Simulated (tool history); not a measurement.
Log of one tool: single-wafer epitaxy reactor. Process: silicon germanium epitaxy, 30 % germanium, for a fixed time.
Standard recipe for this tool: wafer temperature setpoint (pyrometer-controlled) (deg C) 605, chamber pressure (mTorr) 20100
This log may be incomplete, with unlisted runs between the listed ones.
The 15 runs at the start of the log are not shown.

run	hour	wafer temperature setpoint (pyrometer-controlled) (deg C)	chamber pressure (mTorr)	read-back reference wafer on the same gauge, thickness_nm	mean film thickness on the monitor wafer (angstrom)
# hour 394.6: showerhead replaced
16	395.1	599	20100	73.925	653.52
# hour 406.1: capacitance manometer re-zeroed and calibrated
17	413.4	619	20100	74.091	929.62
18	427.5	605	24000	73.964	800.59
19	441.2	599	22900	73.949	702.25
# hour 470.7: pyrometer calibrated
20	476.8	609	21600	74.271	759.37
21	508.2	616	18300	74.127	796.12
22	520.7	605	20100	74.024	688.49
23	552.9	595	22400	74.018	608.10
24	569.7	605	20100	73.787	685.57
25	596.3	611	22700	74.142	814.65
26	630.8	594	17200	73.915	521.92
27	655.0	600	20100	73.958	624.12
28	678.6	605	20100	74.042	689.04
29	699.9	605	20100	74.133	694.06
30	728.2	591	16000	73.826	474.48
31	779.9	619	22100	74.103	924.22
32	804.4	619	24700	73.991	980.98

3 options for the next run, each taken on its own from the tool as it stands now. Forecast them:
A	804.8	605	20100	?	?
B	804.8	590	20100	?	?
C	804.8	595	22700	?	?

run	read-back reference wafer on the same gauge, thickness_nm	mean film thickness on the monitor wafer (angstrom)
A	73.999	692.56
B	73.999	528.05
C	73.999	615.96
The same runs, with their run-to-run variation unchanged, on a tool lacking any hidden condition would have given:
run	mean film thickness on the monitor wafer (angstrom)
A	690.41
B	526.36
C	614.00

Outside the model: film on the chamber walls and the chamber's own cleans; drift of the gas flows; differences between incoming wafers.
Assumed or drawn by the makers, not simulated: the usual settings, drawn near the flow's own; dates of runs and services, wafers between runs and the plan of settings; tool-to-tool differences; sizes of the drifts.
